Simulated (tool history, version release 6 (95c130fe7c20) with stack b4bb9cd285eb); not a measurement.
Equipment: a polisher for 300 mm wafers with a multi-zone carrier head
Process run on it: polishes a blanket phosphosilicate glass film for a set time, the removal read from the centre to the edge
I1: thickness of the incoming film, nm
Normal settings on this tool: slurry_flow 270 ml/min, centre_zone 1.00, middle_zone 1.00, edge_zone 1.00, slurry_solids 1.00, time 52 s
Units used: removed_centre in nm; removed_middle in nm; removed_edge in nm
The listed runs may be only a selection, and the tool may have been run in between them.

{"run": 1, "hour": 0.0, "slurry_flow": 270, "centre_zone": 1.0, "middle_zone": 1.0, "edge_zone": 1.0, "slurry_solids": 0.75, "time": 52, "I1": 4522.2, "removed_centre": 346.4, "removed_middle": 375.9, "removed_edge": 373.5}
{"hour": 3.0, "done": "slurry nozzle cleaned"}
{"hour": 5.8, "done": "edge zone pressure recalibrated"}
{"hour": 28.3, "done": "centre zone pressure recalibrated"}
{"run": 2, "hour": 55.5, "slurry_flow": 270, "centre_zone": 1.0, "middle_zone": 1.0, "edge_zone": 1.0, "slurry_solids": 0.75, "time": 52, "I1": 4549.9, "removed_centre": 376.5, "removed_middle": 375.8, "removed_edge": 374.4}
{"run": 3, "hour": 123.9, "slurry_flow": 290, "centre_zone": 0.92, "middle_zone": 1.0, "edge_zone": 1.0, "slurry_solids": 1.0, "time": 52, "I1": 4516.7, "removed_centre": 392.9, "removed_middle": 426.0, "removed_edge": 425.2}
{"hour": 143.1, "done": "worn pad replaced by a new one"}
{"run": 4, "hour": 200.5, "slurry_flow": 270, "centre_zone": 1.0, "middle_zone": 1.0, "edge_zone": 1.0, "slurry_solids": 1.2, "time": 52, "I1": 4602.5, "removed_centre": 442.8, "removed_middle": 448.7, "removed_edge": 445.3}
{"run": 5, "hour": 242.6, "slurry_flow": 270, "centre_zone": 1.0, "middle_zone": 1.0, "edge_zone": 1.0, "slurry_solids": 1.2, "time": 52, "I1": 4592.3, "removed_centre": 434.1, "removed_middle": 450.9, "removed_edge": 449.5}
{"run": 6, "hour": 289.8, "slurry_flow": 270, "centre_zone": 1.0, "middle_zone": 1.0, "edge_zone": 1.0, "slurry_solids": 1.25, "time": 52, "I1": 4504.5, "removed_centre": 429.1, "removed_middle": 449.7, "removed_edge": 465.8}
{"hour": 384.5, "done": "slurry nozzle cleaned"}
{"run": 7, "hour": 387.9, "slurry_flow": 270, "centre_zone": 0.94, "middle_zone": 0.96, "edge_zone": 1.0, "slurry_solids": 1.0, "time": 52, "I1": 4585.5, "removed_centre": 378.5, "removed_middle": 413.3, "removed_edge": 413.4}
{"run": 8, "hour": 449.6, "slurry_flow": 270, "centre_zone": 1.0, "middle_zone": 1.0, "edge_zone": 1.0, "slurry_solids": 0.75, "time": 44, "I1": 4517.5, "removed_centre": 305.5, "removed_middle": 320.5, "removed_edge": 314.0}
{"hour": 496.0, "done": "worn pad replaced by a new one"}
{"run": 9, "hour": 545.2, "slurry_flow": 270, "centre_zone": 1.0, "middle_zone": 1.0, "edge_zone": 1.0, "slurry_solids": 0.75, "time": 52, "I1": 4498.2, "removed_centre": 344.5, "removed_middle": 379.9, "removed_edge": 380.0}
{"hour": 565.4, "done": "edge zone pressure recalibrated"}
{"hour": 622.3, "done": "centre zone pressure recalibrated"}
{"run": 10, "hour": 633.6, "slurry_flow": 270, "centre_zone": 0.91, "middle_zone": 0.93, "edge_zone": 0.92, "slurry_solids": 1.0, "time": 52, "I1": 4553.3, "removed_centre": 392.4, "removed_middle": 405.1, "removed_edge": 397.3}
{"run": 11, "hour": 675.3, "slurry_flow": 270, "centre_zone": 1.0, "middle_zone": 1.0, "edge_zone": 1.05, "slurry_solids": 0.75, "time": 52, "I1": 4593.8, "removed_centre": 370.7, "removed_middle": 380.1, "removed_edge": 386.7}
{"hour": 718.0, "done": "slurry nozzle cleaned"}
{"hour": 742.9, "done": "carrier head's membrane replaced by a new one"}
{"run": 12, "hour": 775.0, "slurry_flow": 220, "centre_zone": 1.11, "middle_zone": 1.0, "edge_zone": 0.95, "slurry_solids": 1.0, "time": 52, "I1": 4457.8, "removed_centre": 441.2, "removed_middle": 414.1, "removed_edge": 387.4}
{"run": 13, "hour": 831.3, "slurry_flow": 270, "centre_zone": 1.0, "middle_zone": 1.0, "edge_zone": 1.0, "slurry_solids": 1.0, "time": 67, "I1": 4518.2, "removed_centre": 522.6, "removed_middle": 538.0, "removed_edge": 553.2}
{"hour": 865.2, "done": "worn pad replaced by a new one"}
{"run": 14, "hour": 877.5, "slurry_flow": 240, "centre_zone": 1.0, "middle_zone": 1.0, "edge_zone": 0.88, "slurry_solids": 1.0, "time": 52, "I1": 4555.6, "removed_centre": 394.4, "removed_middle": 421.1, "removed_edge": 376.8}
{"run": 15, "hour": 939.3, "slurry_flow": 330, "centre_zone": 1.0, "middle_zone": 1.0, "edge_zone": 1.0, "slurry_solids": 0.9, "time": 52, "I1": 4555.5, "removed_centre": 401.1, "removed_middle": 410.4, "removed_edge": 396.0}
{"run": 16, "hour": 986.3, "slurry_flow": 270, "centre_zone": 1.0, "middle_zone": 1.0, "edge_zone": 1.0, "slurry_solids": 1.0, "time": 52, "I1": 4550.1, "removed_centre": 386.8, "removed_middle": 415.2, "removed_edge": 418.2}
{"run": 17, "hour": 1036.2, "slurry_flow": 270, "centre_zone": 1.0, "middle_zone": 1.0, "edge_zone": 1.0, "slurry_solids": 1.0, "time": 52, "I1": 4539.2, "removed_centre": 397.1, "removed_middle": 422.0, "removed_edge": 414.3}
{"hour": 1065.6, "done": "edge zone pressure recalibrated"}
{"run": 18, "hour": 1107.5, "slurry_flow": 270, "centre_zone": 1.0, "middle_zone": 1.0, "edge_zone": 1.0, "slurry_solids": 1.0, "time": 46, "I1": 4486.1, "removed_centre": 348.9, "removed_middle": 375.9, "removed_edge": 360.6}
{"hour": 1150.1, "done": "slurry nozzle cleaned"}
{"run": 19, "hour": 1177.0, "slurry_flow": 205, "centre_zone": 1.0, "middle_zone": 1.03, "edge_zone": 1.0, "slurry_solids": 0.7, "time": 52, "I1": 4541.7, "removed_centre": 330.6, "removed_middle": 361.2, "removed_edge": 358.2}
{"run": 20, "hour": 1263.1, "slurry_flow": 270, "centre_zone": 1.0, "middle_zone": 1.0, "edge_zone": 1.0, "slurry_solids": 1.0, "time": 57, "I1": 4547.3, "removed_centre": 424.7, "removed_middle": 460.0, "removed_edge": 455.9}

5 options for the next run, each taken on its own from the tool as it stands now. Forecast them:
{"run": "A", "hour": 1263.5, "slurry_flow": 345, "centre_zone": 1.0, "middle_zone": 1.0, "edge_zone": 1.0, "slurry_solids": 1.0, "time": 52, "I1": 4569.3, "removed_centre": "?", "removed_middle": "?", "removed_edge": "?"}
{"run": "B", "hour": 1263.5, "slurry_flow": 335, "centre_zone": 1.0, "middle_zone": 1.0, "edge_zone": 1.0, "slurry_solids": 0.8, "time": 52, "I1": 4569.3, "removed_centre": "?", "removed_middle": "?", "removed_edge": "?"}
{"run": "C", "hour": 1263.5, "slurry_flow": 270, "centre_zone": 1.0, "middle_zone": 0.94, "edge_zone": 0.9, "slurry_solids": 1.25, "time": 43, "I1": 4569.3, "removed_centre": "?", "removed_middle": "?", "removed_edge": "?"}
{"run": "D", "hour": 1263.5, "slurry_flow": 270, "centre_zone": 1.0, "middle_zone": 1.0, "edge_zone": 1.0, "slurry_solids": 1.0, "time": 34, "I1": 4569.3, "removed_centre": "?", "removed_middle": "?", "removed_edge": "?"}
{"run": "E", "hour": 1263.5, "slurry_flow": 270, "centre_zone": 1.05, "middle_zone": 1.11, "edge_zone": 1.0, "slurry_solids": 1.0, "time": 52, "I1": 4569.3, "removed_centre": "?", "removed_middle": "?", "removed_edge": "?"}

run=A removed_centre=387.9 removed_middle=430.8 removed_edge=421.1
run=B removed_centre=355.1 removed_middle=394.5 removed_edge=385.8
run=C removed_centre=339.9 removed_middle=366.4 removed_edge=342.7
run=D removed_centre=248.0 removed_middle=276.1 removed_edge=271.1
run=E removed_centre=393.7 removed_middle=447.0 removed_edge=414.3
What these runs would have given with no unlogged condition in the tool:
run=A removed_centre=426.9 removed_middle=430.6 removed_edge=421.1
run=B removed_centre=390.8 removed_middle=394.3 removed_edge=385.8
run=C removed_centre=374.1 removed_middle=366.2 removed_edge=342.7
run=D removed_centre=272.9 removed_middle=275.9 removed_edge=271.1
run=E removed_centre=433.1 removed_middle=446.8 removed_edge=414.3

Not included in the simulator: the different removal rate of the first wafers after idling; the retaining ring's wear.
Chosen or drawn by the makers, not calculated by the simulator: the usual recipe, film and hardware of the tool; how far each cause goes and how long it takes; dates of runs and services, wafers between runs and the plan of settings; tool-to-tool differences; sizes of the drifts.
